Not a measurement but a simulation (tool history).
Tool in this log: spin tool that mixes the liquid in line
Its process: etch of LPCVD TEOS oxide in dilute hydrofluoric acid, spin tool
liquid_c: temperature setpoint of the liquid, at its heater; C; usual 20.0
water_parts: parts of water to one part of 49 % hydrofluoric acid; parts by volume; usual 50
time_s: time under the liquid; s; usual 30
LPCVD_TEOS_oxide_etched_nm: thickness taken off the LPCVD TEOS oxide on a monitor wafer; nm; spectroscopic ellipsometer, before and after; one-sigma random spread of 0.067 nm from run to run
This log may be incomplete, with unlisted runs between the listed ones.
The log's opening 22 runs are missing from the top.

run    hour  liquid_c  water_parts  time_s  wafers since the last listed run  hours since the thermometer was replaced  hours since the hydrofluoric acid flow meter was replaced  hours since the gauge calibration  read-back film thickness of the LPCVD TEOS oxide reference wafer, read on the same gauge (nm)  LPCVD_TEOS_oxide_etched_nm
 23  1719.5      20.0           65      50                              1755                                    1473.2                                                     1042.6                              315.3                                                                                         150.00                       11.93
 24  1802.9      20.0           70      30                              1556                                    1556.6                                                     1126.0                              398.7                                                                                         150.04                        6.67
     1817.5  -- thermometer replaced
 25  2070.3      21.5           35      35                              4971                                     252.8                                                     1393.4                              666.1                                                                                         150.01                       17.21
 26  2150.4      20.0           65      45                              1494                                     332.9                                                     1473.5                              746.2                                                                                         149.97                       10.99
 27  2231.1      20.0           25      15                              1505                                     413.6                                                     1554.2                              826.9                                                                                         149.98                       10.01
 28  2318.9      20.0           70      40                              1638                                     501.4                                                     1642.0                              914.7                                                                                         150.02                        9.09
     2376.0  -- hydrofluoric acid flow meter replaced
 29  2377.6      20.0           50      25                              1076                                     560.1                                                        1.6                              973.4                                                                                         149.98                        7.73
 30  2432.5      17.0           30      30                              1024                                     615.0                                                       56.5                             1028.3                                                                                         149.99                       14.13
 31  2516.8      25.0           30      30                              1573                                     699.3                                                      140.8                             1112.6                                                                                         150.00                       19.81

The next listed run, before its measurement:
 32  2569.1      20.0           50      30                               975                                     751.6                                                      193.1                             1164.9                                                                                              ?                           ?

Run 32 produced read-back film thickness of the LPCVD TEOS oxide reference wafer, read on the same gauge (nm) 149.97, LPCVD_TEOS_oxide_etched_nm 9.51 nm.
The same run, on a tool lacking any hidden state, would have yielded LPCVD_TEOS_oxide_etched_nm 9.38 nm.

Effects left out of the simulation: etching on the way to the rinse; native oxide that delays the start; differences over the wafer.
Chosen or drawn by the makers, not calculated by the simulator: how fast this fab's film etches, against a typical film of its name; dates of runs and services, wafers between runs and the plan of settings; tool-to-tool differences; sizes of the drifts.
